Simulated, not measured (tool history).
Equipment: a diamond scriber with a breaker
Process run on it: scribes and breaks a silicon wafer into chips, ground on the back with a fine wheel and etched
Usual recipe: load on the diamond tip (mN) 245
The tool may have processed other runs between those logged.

run	hour	load on the diamond tip (mN)	wafers since the last listed run	hours since the diamond tip was replaced	hours since the load on the tip was calibrated	incoming depth of the damage left on the back of the incoming wafer, um	depth of the median crack under the scribed line (um)	chips rejected at inspection after the break (%)
1	0	295	0	1085.9	645.6	0.36	12.04	6.75
2	12.1	295	24	1098	657.7	0.43	12.06	5.49
3	26.1	198	28	1112	671.7	0.51	10.11	1.08
4	56.2	198	60	1142.1	701.8	0.6	10.05	1.23
5	80.6	226	49	1166.5	726.2	0.37	10.7	0.47
6	109.9	226	59	1195.8	755.5	0.38	10.77	0.47
7	130	226	40	1215.9	775.6	0.33	10.67	0.5
8	151.7	245	43	1237.6	797.3	0.35	11.12	1.45
9	166.4	245	29	1252.3	812	0.7	11.11	1.39
10	186.7	245	41	1272.6	832.3	0.76	11.29	1.52
11	204	189	35	1289.9	849.6	0.78	9.9	1.62
12	231.3	245	55	1317.2	876.9	0.55	11.17	1.58
13	243.5	245	24	1329.4	889.1	0.58	11.29	1.47
# hour 246.1: diamond tip replaced by a new one, of another model than before
14	263	245	35	16.9	908.6	0.45	11.58	2.5
15	279	245	32	32.9	924.6	0.44	11.39	2.43
16	303.8	217	50	57.7	949.4	0.52	10.68	0.45
# hour 319.2: load on the tip recalibrated
17	323.3	293	35	77.2	4.1	0.31	11.7	3.92
18	354.4	275	62	108.3	35.2	0.49	11.3	1.96
19	387	301	66	140.9	67.8	0.68	12.05	5.7
20	419.8	171	66	173.7	100.6	0.74	8.54	15
21	451.7	245	64	205.6	132.5	0.64	10.7	0.42
22	524.8	182	148	278.7	205.6	0.57	9.08	9.05
23	546.1	306	43	300	226.9	0.53	12.18	8.26
24	568.4	314	45	322.3	249.2	0.76	12.72	9.87
25	587.5	245	38	341.4	268.3	0.67	10.64	0.58
26	604.2	245	33	358.1	285	0.67	10.74	0.55
27	628.8	308	49	382.7	309.6	0.78	12.45	8.82
28	653.9	245	50	407.8	334.7	0.74	10.79	0.64
29	669.5	213	31	423.4	350.3	0.78	10.14	1.48
30	684.4	201	30	438.3	365.2	0.77	9.65	2.92

4 ways to go on from here, each from the tool as it stands after run 30. What would each give?
A	685.1	245	1	439	365.9	0.32	?	?
B	685.1	184	1	439	365.9	0.32	?	?
C	685.1	288	1	439	365.9	0.32	?	?
D	685.1	172	1	439	365.9	0.32	?	?

run	depth of the median crack under the scribed line (um)	chips rejected at inspection after the break (%)
A	11.02	0.76
B	9.29	7.62
C	12.16	6.22
D	8.93	11.91
What these runs would have given with no unlogged condition in the tool:
run	depth of the median crack under the scribed line (um)	chips rejected at inspection after the break (%)
A	10.71	0.46
B	9.03	10.65
C	11.81	3.96
D	8.68	15.53
